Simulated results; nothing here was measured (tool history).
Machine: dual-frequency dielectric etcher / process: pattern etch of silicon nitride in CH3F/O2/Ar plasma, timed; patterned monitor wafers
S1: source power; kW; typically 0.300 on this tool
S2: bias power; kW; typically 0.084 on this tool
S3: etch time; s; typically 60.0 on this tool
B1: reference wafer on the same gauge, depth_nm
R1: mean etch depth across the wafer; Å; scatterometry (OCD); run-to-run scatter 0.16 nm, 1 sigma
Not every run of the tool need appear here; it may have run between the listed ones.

| run | hour | S1 | S2 | S3 | B1 | R1 |
|---|---|---|---|---|---|---|
| 1 | 0.0 | 0.350 | 0.097 | 60.0 | 38.41 | 421.1 |
| 2 | 78.7 | 0.240 | 0.068 | 60.0 | 38.36 | 344.3 |
| 3 | 124.3 | 0.300 | 0.084 | 60.0 | 38.43 | 376.5 |
| 4 | 205.3 | 0.300 | 0.084 | 60.0 | 38.38 | 379.7 |
| 5 | 278.1 | 0.300 | 0.084 | 60.0 | 38.35 | 380.5 |
| 6 | 377.5 | 0.300 | 0.084 | 60.0 | 38.43 | 379.6 |
| 7 | 420.4 | 0.300 | 0.084 | 60.0 | 38.43 | 381.4 |
| 8 | 491.9 | 0.300 | 0.084 | 60.0 | 38.36 | 381.4 |
| 9 | 572.6 | 0.260 | 0.084 | 54.5 | 38.40 | 333.5 |
| 10 | 611.8 | 0.300 | 0.084 | 60.0 | 38.39 | 385.3 |
| 11 | 717.6 | 0.300 | 0.084 | 60.0 | 38.38 | 373.5 |
| 12 | 760.6 | 0.300 | 0.102 | 60.0 | 38.42 | 390.8 |
| 13 | 803.7 | 0.300 | 0.084 | 60.0 | 38.39 | 372.8 |
| 14 | 905.6 | 0.300 | 0.094 | 65.5 | 38.39 | 421.6 |
| 15 | 1226.1 | 0.220 | 0.063 | 71.0 | 38.40 | 389.4 |
| 16 | 1272.5 | 0.340 | 0.090 | 60.0 | 38.42 | 406.8 |
| 17 | 1323.8 | 0.220 | 0.102 | 65.5 | 38.41 | 393.9 |
| 18 | 1389.5 | 0.300 | 0.084 | 60.0 | 38.34 | 378.0 |
| 19 | 1426.0 | 0.300 | 0.084 | 60.0 | 38.43 | 378.5 |
| 20 | 1532.9 | 0.270 | 0.084 | 60.0 | 38.37 | 367.4 |
| 21 | 1628.4 | 0.300 | 0.084 | 72.5 | 38.40 | 459.5 |
| 22 | 1685.2 | 0.300 | 0.084 | 60.0 | 38.38 | 384.2 |
| 23 | 1751.9 | 0.300 | 0.084 | 60.0 | 38.39 | 383.6 |
| 24 | 1789.1 | 0.300 | 0.084 | 60.0 | 38.37 | 385.6 |
| 25 | 1890.8 | 0.300 | 0.093 | 60.0 | 38.38 | 390.9 |
| 26 | 1984.3 | 0.300 | 0.084 | 60.0 | 38.36 | 374.9 |
| 27 | 2084.4 | 0.270 | 0.097 | 49.5 | 38.41 | 307.6 |
| 28 | 2135.2 | 0.350 | 0.095 | 68.0 | 38.44 | 461.2 |
| 29 | 2232.5 | 0.230 | 0.084 | 60.0 | 38.41 | 349.7 |
| 30 | 2306.9 | 0.300 | 0.084 | 60.0 | 38.35 | 381.3 |

Missing from the log above: 8 entries noted between runs. For each, name the pair of listed runs it sits between and say how the tool's hidden condition differs from the listed run just before to the listed run just after:
Run 2 -> run 3: wet clean of the chamber (hour 115.9)
  etch rate over this chamber's usual, %: 3.2 -> 0.362
  measured minus no-state result, R1: +10.7 -> +1.4 Å
Run 4 -> run 5: gauge calibrated (hour 257.6)
  etch rate over this chamber's usual, %: 0.773 -> 1.14
  measured minus no-state result, R1: +2.9 -> +4.3 Å
Run 8 -> run 9: source power generator calibrated (hour 522.9); bias power generator calibrated (hour 564.3)
  etch rate over this chamber's usual, %: 2.23 -> 2.63
  measured minus no-state result, R1: +8.3 -> +8.6 Å
Run 10 -> run 11: wet clean of the chamber (hour 696.8)
  etch rate over this chamber's usual, %: 2.83 -> -0.175
  measured minus no-state result, R1: +10.6 -> -0.7 Å
Run 13 -> run 14: upper electrode replaced (hour 873.0)
  etch rate over this chamber's usual, %: 0.261 -> 0.777
  measured minus no-state result, R1: +1.0 -> +3.3 Å
Run 17 -> run 18: wet clean of the chamber (hour 1378.3)
  etch rate over this chamber's usual, %: 2.9 -> 0.391
  measured minus no-state result, R1: +11.1 -> +1.4 Å
Run 25 -> run 26: wet clean of the chamber (hour 1983.8)
  etch rate over this chamber's usual, %: 2.93 -> 0.0501
  measured minus no-state result, R1: +11.1 -> +0.2 Å
